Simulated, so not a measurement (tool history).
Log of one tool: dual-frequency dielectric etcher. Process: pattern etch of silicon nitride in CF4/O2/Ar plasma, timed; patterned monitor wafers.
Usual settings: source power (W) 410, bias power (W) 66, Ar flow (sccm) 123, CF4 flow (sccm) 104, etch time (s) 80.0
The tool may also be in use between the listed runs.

| run | day | source power (W) | bias power (W) | Ar flow (sccm) | CF4 flow (sccm) | etch time (s) | wafers since the last listed run | hours since the last wet clean | hours since the last source power generator calibration | hours since the last bias power generator calibration | hours since the last Ar flow controller change | hours since the last CF4 flow controller change | hours since the last upper electrode change | hours since the gauge calibration | read-back reference wafer on the same gauge, depth_nm | mean etch depth across the wafer (angstrom) |
|---|---|---|---|---|---|---|---|---|---|---|---|---|---|---|---|---|
| 1 | 0.000 | 410 | 72 | 123 | 89 | 80.0 | 0 | 348.5 | 32.7 | 4641.0 | 4799.7 | 3632.4 | 22.4 | 354.0 | 139.1 | 1370 |
| 2 | 0.271 | 410 | 66 | 123 | 104 | 80.0 | 42 | 355.0 | 39.2 | 4647.5 | 4806.2 | 3638.9 | 28.9 | 360.5 | 139.1 | 1321 |
| 3 | 0.550 | 410 | 66 | 123 | 104 | 80.0 | 43 | 361.7 | 45.9 | 4654.2 | 4812.9 | 3645.6 | 35.6 | 367.2 | 139.2 | 1324 |
|  | 0.950 | CF4 flow controller replaced |
| 4 | 0.971 | 410 | 81 | 133 | 104 | 56.5 | 26 | 371.8 | 56.0 | 4664.3 | 4823.0 | 0.5 | 45.7 | 377.3 | 138.9 | 1002 |
|  | 1.233 | gauge calibrated |
|  | 1.425 | bias power generator calibrated |
|  | 1.596 | Ar flow controller replaced |
| 5 | 1.617 | 410 | 66 | 123 | 104 | 80.0 | 48 | 387.3 | 71.5 | 4.6 | 0.5 | 16.0 | 61.2 | 9.2 | 139.3 | 1326 |
| 6 | 1.979 | 410 | 66 | 109 | 104 | 103.0 | 56 | 396.0 | 80.2 | 13.3 | 9.2 | 24.7 | 69.9 | 17.9 | 138.8 | 1737 |
| 7 | 2.425 | 350 | 61 | 123 | 92 | 80.0 | 69 | 406.7 | 90.9 | 24.0 | 19.9 | 35.4 | 80.6 | 28.6 | 139.1 | 1118 |
|  | 3.867 | wet clean of the chamber |
| 8 | 3.888 | 450 | 60 | 123 | 127 | 80.0 | 72 | 0.5 | 126.0 | 59.1 | 55.0 | 70.5 | 115.7 | 63.7 | 139.1 | 1442 |
| 9 | 3.904 | 410 | 66 | 123 | 104 | 80.0 | 2 | 0.9 | 126.4 | 59.5 | 55.4 | 70.9 | 116.1 | 64.1 | 139.1 | 1375 |
| 10 | 3.954 | 410 | 53 | 92 | 104 | 80.0 | 7 | 2.1 | 127.6 | 60.7 | 56.6 | 72.1 | 117.3 | 65.3 | 139.0 | 1324 |
| 11 | 4.492 | 410 | 66 | 149 | 104 | 62.0 | 84 | 15.0 | 140.5 | 73.6 | 69.5 | 85.0 | 130.2 | 78.2 | 139.0 | 1035 |
| 12 | 5.075 | 410 | 76 | 123 | 97 | 80.0 | 91 | 29.0 | 154.5 | 87.6 | 83.5 | 99.0 | 144.2 | 92.2 | 139.0 | 1446 |
| 13 | 5.696 | 480 | 66 | 103 | 104 | 100.0 | 97 | 43.9 | 169.4 | 102.5 | 98.4 | 113.9 | 159.1 | 107.1 | 139.1 | 1995 |
| 14 | 6.171 | 410 | 66 | 123 | 104 | 80.0 | 74 | 55.3 | 180.8 | 113.9 | 109.8 | 125.3 | 170.5 | 118.5 | 138.9 | 1377 |
| 15 | 6.638 | 410 | 62 | 123 | 125 | 80.0 | 73 | 66.5 | 192.0 | 125.1 | 121.0 | 136.5 | 181.7 | 129.7 | 139.1 | 1361 |
| 16 | 6.896 | 410 | 66 | 123 | 79 | 80.0 | 40 | 72.7 | 198.2 | 131.3 | 127.2 | 142.7 | 187.9 | 135.9 | 139.0 | 1345 |
| 17 | 7.179 | 410 | 74 | 123 | 104 | 80.0 | 44 | 79.5 | 205.0 | 138.1 | 134.0 | 149.5 | 194.7 | 142.7 | 138.8 | 1431 |
| 18 | 7.483 | 410 | 75 | 97 | 104 | 97.5 | 47 | 86.8 | 212.3 | 145.4 | 141.3 | 156.8 | 202.0 | 150.0 | 139.3 | 1791 |
| 19 | 7.842 | 410 | 66 | 123 | 104 | 80.0 | 56 | 95.4 | 220.9 | 154.0 | 149.9 | 165.4 | 210.6 | 158.6 | 139.0 | 1365 |
| 20 | 8.538 | 410 | 66 | 123 | 104 | 80.0 | 109 | 112.1 | 237.6 | 170.7 | 166.6 | 182.1 | 227.3 | 175.3 | 139.2 | 1359 |

What the log doesn't show, run by run:
source power that arrives over what is set, %: 0 in every run
bias power that arrives over what is set, %: 0 in every run
Ar flow that arrives over what is set, %: 0 in every run
CF4 flow that arrives over what is set, %: 0 in every run
gauge reads high (%): 0 in every run
H1: etch rate over this chamber's usual, %
| run | H1 |
|---|---|
| 1 | -3.22 |
| 2 | -3.27 |
| 3 | -3.32 |
| 4 | -3.39 |
| 5 | -3.51 |
| 6 | -3.58 |
| 7 | -3.66 |
| 8 | 0.161 |
| 9 | 0.158 |
| 10 | 0.149 |
| 11 | 0.0514 |
| 12 | -0.0541 |
| 13 | -0.166 |
| 14 | -0.252 |
| 15 | -0.337 |
| 16 | -0.383 |
| 17 | -0.435 |
| 18 | -0.49 |
| 19 | -0.554 |
| 20 | -0.68 |

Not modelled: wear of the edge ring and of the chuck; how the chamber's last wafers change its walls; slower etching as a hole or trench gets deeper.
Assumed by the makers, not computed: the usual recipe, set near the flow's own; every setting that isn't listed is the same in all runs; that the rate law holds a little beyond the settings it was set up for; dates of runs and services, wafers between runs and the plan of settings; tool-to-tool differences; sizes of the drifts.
